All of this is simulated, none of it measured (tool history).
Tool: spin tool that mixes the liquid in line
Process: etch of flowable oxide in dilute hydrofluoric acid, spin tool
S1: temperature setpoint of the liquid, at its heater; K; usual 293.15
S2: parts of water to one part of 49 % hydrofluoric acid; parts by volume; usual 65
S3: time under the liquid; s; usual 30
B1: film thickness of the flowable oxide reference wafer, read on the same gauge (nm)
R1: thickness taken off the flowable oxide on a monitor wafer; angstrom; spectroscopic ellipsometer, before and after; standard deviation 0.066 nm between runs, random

Run 1, day 0.000: usual settings; B1 90.00. Result: R1 175.6 angstrom.
Run 2, day 1.983: usual settings; B1 89.98. Result: R1 176.2 angstrom.
At day 4.354: hydrofluoric acid flow meter replaced.
Run 3, day 4.529: usual settings but S2 80 parts by volume; B1 89.98. Result: R1 136.0 angstrom.
Run 4, day 6.933: usual settings but S2 80 parts by volume; B1 90.00. Result: R1 136.6 angstrom.
Run 5, day 15.367: usual settings but S3 15 s; B1 90.02. Result: R1 87.4 angstrom.
Run 6, day 16.404: usual settings but S3 15 s; B1 90.01. Result: R1 87.3 angstrom.
Run 7, day 18.346: usual settings but S3 15 s; B1 89.99. Result: R1 87.5 angstrom.
Run 8, day 19.550: usual settings; B1 90.02. Result: R1 174.5 angstrom.
Run 9, day 21.183: usual settings; B1 89.99. Result: R1 175.3 angstrom.
Run 10, day 23.412: usual settings but S2 85 parts by volume; B1 89.96. Result: R1 132.1 angstrom.
At day 24.658: hydrofluoric acid flow meter replaced.
Run 11, day 24.688: usual settings; B1 90.01. Result: R1 172.2 angstrom.
Run 12, day 25.929: usual settings but S1 290.65 K, S2 55 parts by volume, S3 40 s; B1 90.02. Result: R1 246.7 angstrom.
Run 13, day 28.100: usual settings but S1 291.65 K, S3 15 s; B1 90.01. Result: R1 80.8 angstrom.
At day 28.900: thermometer replaced.
Run 14, day 30.942: usual settings but S1 290.15 K, S2 45 parts by volume; B1 89.96. Result: R1 221.9 angstrom.
Run 15, day 33.317: usual settings but S2 50 parts by volume, S3 15 s; B1 90.00. Result: R1 114.1 angstrom.
Run 16, day 35.746: usual settings; B1 90.02. Result: R1 172.3 angstrom.
At day 35.775: gauge calibrated.
Run 17, day 37.833: usual settings but S2 40 parts by volume; B1 90.02. Result: R1 289.7 angstrom.
Run 18, day 40.342: usual settings but S3 35 s; B1 90.00. Result: R1 202.8 angstrom.
Run 19, day 42.829: usual settings but S2 90 parts by volume; B1 89.99. Result: R1 123.1 angstrom.
Run 20, day 44.333: usual settings but S1 291.65 K, S2 95 parts by volume, S3 35 s; B1 90.02. Result: R1 127.4 angstrom.
At day 45.975: hydrofluoric acid flow meter replaced.
Run 21, day 47.250: usual settings but S3 45 s; B1 89.98. Result: R1 254.5 angstrom.
Run 22, day 50.242: usual settings but S1 296.15 K, S2 95 parts by volume, S3 15 s; B1 90.01. Result: R1 63.6 angstrom.
Run 23, day 52.192: usual settings but S1 296.65 K, S2 90 parts by volume; B1 90.00. Result: R1 138.7 angstrom.
Run 24, day 56.554: usual settings; B1 89.99. Result: R1 173.3 angstrom.
Run 25, day 59.400: usual settings but S1 297.15 K, S2 80 parts by volume, S3 20 s; B1 90.00. Result: R1 108.5 angstrom.
Run 26, day 60.525: usual settings but S1 295.65 K, S3 15 s; B1 89.99. Result: R1 97.0 angstrom.
Run 27, day 62.138: usual settings but S1 290.15 K, S2 40 parts by volume, S3 40 s; B1 90.02. Result: R1 342.0 angstrom.
Run 28, day 64.908: usual settings but S1 291.65 K; B1 90.02. Result: R1 165.2 angstrom.
At day 66.521: thermometer replaced.
Run 29, day 67.400: usual settings but S1 297.65 K; B1 89.99. Result: R1 207.8 angstrom.
Run 30, day 69.846: usual settings but S1 290.15 K, S2 90 parts by volume; B1 90.00. Result: R1 108.4 angstrom.
At day 71.192: hydrofluoric acid flow meter replaced.
Run 31, day 71.533: usual settings; B1 89.96. Result: R1 169.0 angstrom.
Run 32, day 74.175: usual settings but S1 294.65 K, S2 50 parts by volume, S3 20 s; B1 89.98. Result: R1 160.0 angstrom.
Run 33, day 75.325: usual settings; B1 90.00. Result: R1 171.1 angstrom.
Run 34, day 76.542: usual settings; B1 89.99. Result: R1 171.6 angstrom.

Per-run results on a tool with no hidden state, each run keeping its own random variation:
Hidden conditions of the tool in this case: liquid hotter than its thermometer reads (K); hydrofluoric acid flow above the setpoint (%); gauge reads high (%).
run     R1
  1  168.0
  2  167.9
  3  134.2
  4  134.2
  5   84.4
  6   84.1
  7   84.1
  8  167.2
  9  167.4
 10  125.6
 11  168.3
 12  240.4
 13   78.4
 14  218.2
 15  111.7
 16  167.8
 17  281.0
 18  195.7
 19  118.1
 20  121.8
 21  251.5
 22   62.5
 23  135.7
 24  168.1
 25  104.6
 26   93.4
 27  328.3
 28  157.6
 29  200.4
 30  104.0
 31  167.1
 32  157.4
 33  167.8
 34  167.9
